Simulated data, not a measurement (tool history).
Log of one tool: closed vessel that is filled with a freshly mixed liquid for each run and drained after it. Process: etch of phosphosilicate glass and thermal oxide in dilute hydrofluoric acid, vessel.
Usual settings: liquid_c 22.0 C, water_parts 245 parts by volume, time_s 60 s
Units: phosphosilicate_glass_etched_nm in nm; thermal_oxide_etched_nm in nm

run	hour	liquid_c	water_parts	time_s	wafers since the last listed run	hours since the thermometer was replaced	hours since the hydrofluoric acid flow meter was replaced	hours since the gauge calibration	read-back film thickness of the phosphosilicate glass reference wafer, read on the same gauge (nm)	read-back film thickness of the thermal oxide reference wafer, read on the same gauge (nm)	phosphosilicate_glass_etched_nm	thermal_oxide_etched_nm
1	0.0	22.0	315	60	0	1193.6	1179.9	1277.5	139.98	50.013	13.33	0.671
2	26.2	22.0	245	60	3958	1219.8	1206.1	1303.7	140.02	50.014	18.26	0.968
3	91.1	22.0	245	60	9805	1284.7	1271.0	1368.6	140.01	50.010	18.08	0.962
4	135.4	24.0	245	60	6692	1329.0	1315.3	1412.9	140.01	50.005	19.92	0.937
5	169.9	24.0	245	60	5212	1363.5	1349.8	1447.4	140.02	50.022	19.86	1.015
# hour 199.5: gauge calibrated
6	228.8	22.0	245	60	8898	1422.4	1408.7	29.3	140.00	49.996	18.15	0.903
7	263.5	22.0	245	60	5242	1457.1	1443.4	64.0	139.99	50.000	18.72	0.978
8	410.1	20.5	290	85	22148	1603.7	1590.0	210.6	139.98	50.007	20.14	1.001
9	474.4	23.5	280	60	9714	1668.0	1654.3	274.9	140.00	50.012	16.75	0.840
10	534.7	22.0	145	35	9110	1728.3	1714.6	335.2	140.01	50.002	20.53	1.023
11	602.3	25.0	170	90	10213	1795.9	1782.2	402.8	140.01	50.007	49.36	2.463
12	656.0	22.0	245	60	8113	1849.6	1835.9	456.5	140.00	49.988	18.79	0.941
# hour 664.0: hydrofluoric acid flow meter replaced
13	725.1	24.5	300	45	10288	1918.7	61.1	525.6	140.02	49.975	12.74	0.608
# hour 740.4: thermometer replaced
14	782.1	22.0	245	40	8460	41.7	118.1	582.6	140.02	50.018	13.28	0.637
15	820.1	22.0	315	60	5741	79.7	156.1	620.6	140.01	50.035	14.66	0.752
16	886.4	22.0	160	60	10016	146.0	222.4	686.9	140.00	50.014	32.90	1.724
# hour 924.5: hydrofluoric acid flow meter replaced, repeated, since the last time left the tool worse
17	942.2	22.0	245	60	8279	201.8	17.7	742.7	139.99	50.003	17.83	0.905
18	975.3	22.0	295	60	5000	234.9	50.8	775.8	140.00	49.992	14.02	0.696
19	1027.4	22.0	245	60	7871	287.0	102.9	827.9	139.97	50.002	17.61	0.882
20	1063.4	22.0	245	60	5438	323.0	138.9	863.9	140.01	49.979	17.72	0.902
21	1092.8	18.0	320	90	4441	352.4	168.3	893.3	139.99	50.005	16.67	0.828
22	1150.1	22.0	245	60	8657	409.7	225.6	950.6	140.00	50.003	18.18	0.963
23	1187.6	19.5	325	70	5665	447.2	263.1	988.1	140.02	49.995	13.56	0.628
24	1218.2	22.0	245	35	4623	477.8	293.7	1018.7	140.01	50.003	10.43	0.540
25	1246.4	18.5	160	45	4260	506.0	321.9	1046.9	140.00	50.009	19.68	0.969

Run by run, hidden condition taken away, random variation retained:
The hidden state here: liquid colder than its thermometer reads (K); hydrofluoric acid flow above the setpoint (%); gauge reads high (%).
run	phosphosilicate_glass_etched_nm	thermal_oxide_etched_nm
1	12.66	0.636
2	17.35	0.920
3	17.14	0.912
4	18.85	0.886
5	18.77	0.959
6	17.12	0.852
7	17.64	0.921
8	18.85	0.937
9	15.63	0.784
10	19.24	0.959
11	46.06	2.298
12	17.46	0.874
13	11.17	0.533
14	11.69	0.561
15	12.81	0.657
16	29.05	1.522
17	17.61	0.894
18	13.82	0.686
19	17.33	0.868
20	17.42	0.887
21	16.35	0.813
22	17.81	0.943
23	13.25	0.614
24	10.19	0.527
25	19.23	0.948
